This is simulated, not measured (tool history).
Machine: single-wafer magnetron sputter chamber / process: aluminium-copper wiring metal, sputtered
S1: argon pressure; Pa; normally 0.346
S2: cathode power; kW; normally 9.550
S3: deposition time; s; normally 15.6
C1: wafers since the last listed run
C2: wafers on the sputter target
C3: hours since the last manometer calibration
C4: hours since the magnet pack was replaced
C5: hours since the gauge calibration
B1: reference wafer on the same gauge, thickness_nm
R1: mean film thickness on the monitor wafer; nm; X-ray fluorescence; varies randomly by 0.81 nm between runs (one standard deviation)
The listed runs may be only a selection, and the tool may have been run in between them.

run	hour	S1	S2	S3	C1	C2	C3	C4	C5	B1	R1
1	0.0	0.346	11.100	15.6	0	6129	2265.4	6942.5	216.6	205.169	279.186
2	17.8	0.346	9.550	15.6	776	6905	2283.2	6960.3	234.4	205.012	239.907
3	33.4	0.303	9.550	15.6	680	7586	2298.8	6975.9	250.0	204.918	242.336
# hour 54.7: sputter target and shields replaced
4	55.2	0.303	9.550	15.6	601	19	2320.6	6997.7	271.8	204.750	249.210
5	63.4	0.303	9.550	15.6	357	377	2328.8	7005.9	280.0	205.086	250.240
6	70.4	0.382	9.550	15.6	305	682	2335.8	7012.9	287.0	204.823	241.366
7	80.1	0.382	9.550	15.6	423	1106	2345.5	7022.6	296.7	205.243	241.081
8	90.4	0.382	9.550	15.6	449	1555	2355.8	7032.9	307.0	205.100	240.643
9	104.4	0.346	9.550	15.6	610	2165	2369.8	7046.9	321.0	205.083	245.986
10	121.7	0.346	9.550	17.1	754	2920	2387.1	7064.2	338.3	205.160	267.266
11	169.4	0.346	9.550	17.1	2080	5001	2434.8	7111.9	386.0	205.098	264.472
12	185.7	0.346	9.550	17.1	710	5711	2451.1	7128.2	402.3	204.992	262.251
13	197.7	0.346	9.550	15.6	523	6235	2463.1	7140.2	414.3	204.965	239.527
14	212.9	0.346	9.550	15.6	662	6898	2478.3	7155.4	429.5	204.933	237.360
# hour 222.7: sputter target and shields replaced
# hour 226.6: magnet pack replaced, of another model than before
# hour 243.3: capacitance manometer re-zeroed and calibrated
15	245.5	0.346	9.550	15.6	554	474	2.2	18.9	462.1	204.861	246.432
16	261.6	0.346	9.550	15.6	702	1176	18.3	35.0	478.2	204.790	247.695
17	278.7	0.346	9.550	15.6	745	1922	35.4	52.1	495.3	205.045	245.162
# hour 282.7: gauge calibrated
18	295.1	0.304	11.700	16.7	715	2637	51.8	68.5	12.4	204.893	330.436
19	310.0	0.346	9.550	15.6	649	3287	66.7	83.4	27.3	204.790	244.599
20	317.8	0.483	8.050	15.6	340	3628	74.5	91.2	35.1	205.172	189.183
21	333.1	0.419	8.600	15.6	667	4295	89.8	106.5	50.4	204.917	210.302
22	349.1	0.247	11.350	14.0	697	4993	105.8	122.5	66.4	205.008	276.072
23	366.6	0.304	9.550	17.0	763	5756	123.3	140.0	83.9	205.000	268.131
24	373.6	0.390	11.100	17.6	305	6061	130.3	147.0	90.9	205.101	304.906
# hour 384.3: sputter target and shields replaced
25	391.5	0.346	9.550	15.6	431	314	148.2	164.9	108.8	205.019	247.182
26	407.2	0.381	9.550	16.9	684	999	163.9	180.6	124.5	205.048	259.482
27	424.0	0.346	9.550	15.6	732	1732	180.7	197.4	141.3	205.118	246.672
28	437.2	0.346	11.200	14.6	575	2308	193.9	210.6	154.5	205.016	270.555
29	454.8	0.288	9.550	17.6	767	3075	211.5	228.2	172.1	204.798	287.726
30	471.9	0.346	9.550	17.2	745	3821	228.6	245.3	189.2	205.198	269.895
31	483.0	0.346	9.550	15.6	484	4305	239.7	256.4	200.3	204.934	244.567
32	495.5	0.346	10.700	15.6	545	4850	252.2	268.9	212.8	205.032	272.935
33	507.6	0.481	9.550	14.4	527	5378	264.3	281.0	224.9	204.718	205.151
34	522.0	0.346	9.550	15.6	628	6006	278.7	295.4	239.3	204.870	242.437

Forecast each of these 4 alternatives for the next run:
A	522.4	0.346	9.550	15.6	17	6024	279.1	295.8	239.7	?	?
B	522.4	0.220	9.550	15.6	17	6024	279.1	295.8	239.7	?	?
C	522.4	0.261	9.550	16.8	17	6024	279.1	295.8	239.7	?	?
D	522.4	0.279	7.600	15.6	17	6024	279.1	295.8	239.7	?	?

run	B1	R1
A	205.023	241.235
B	205.023	262.008
C	205.023	274.604
D	205.023	200.535
Stripped of hidden state, with their random variation kept, the same runs would have yielded:
run	R1
A	247.596
B	268.916
C	281.844
D	205.823

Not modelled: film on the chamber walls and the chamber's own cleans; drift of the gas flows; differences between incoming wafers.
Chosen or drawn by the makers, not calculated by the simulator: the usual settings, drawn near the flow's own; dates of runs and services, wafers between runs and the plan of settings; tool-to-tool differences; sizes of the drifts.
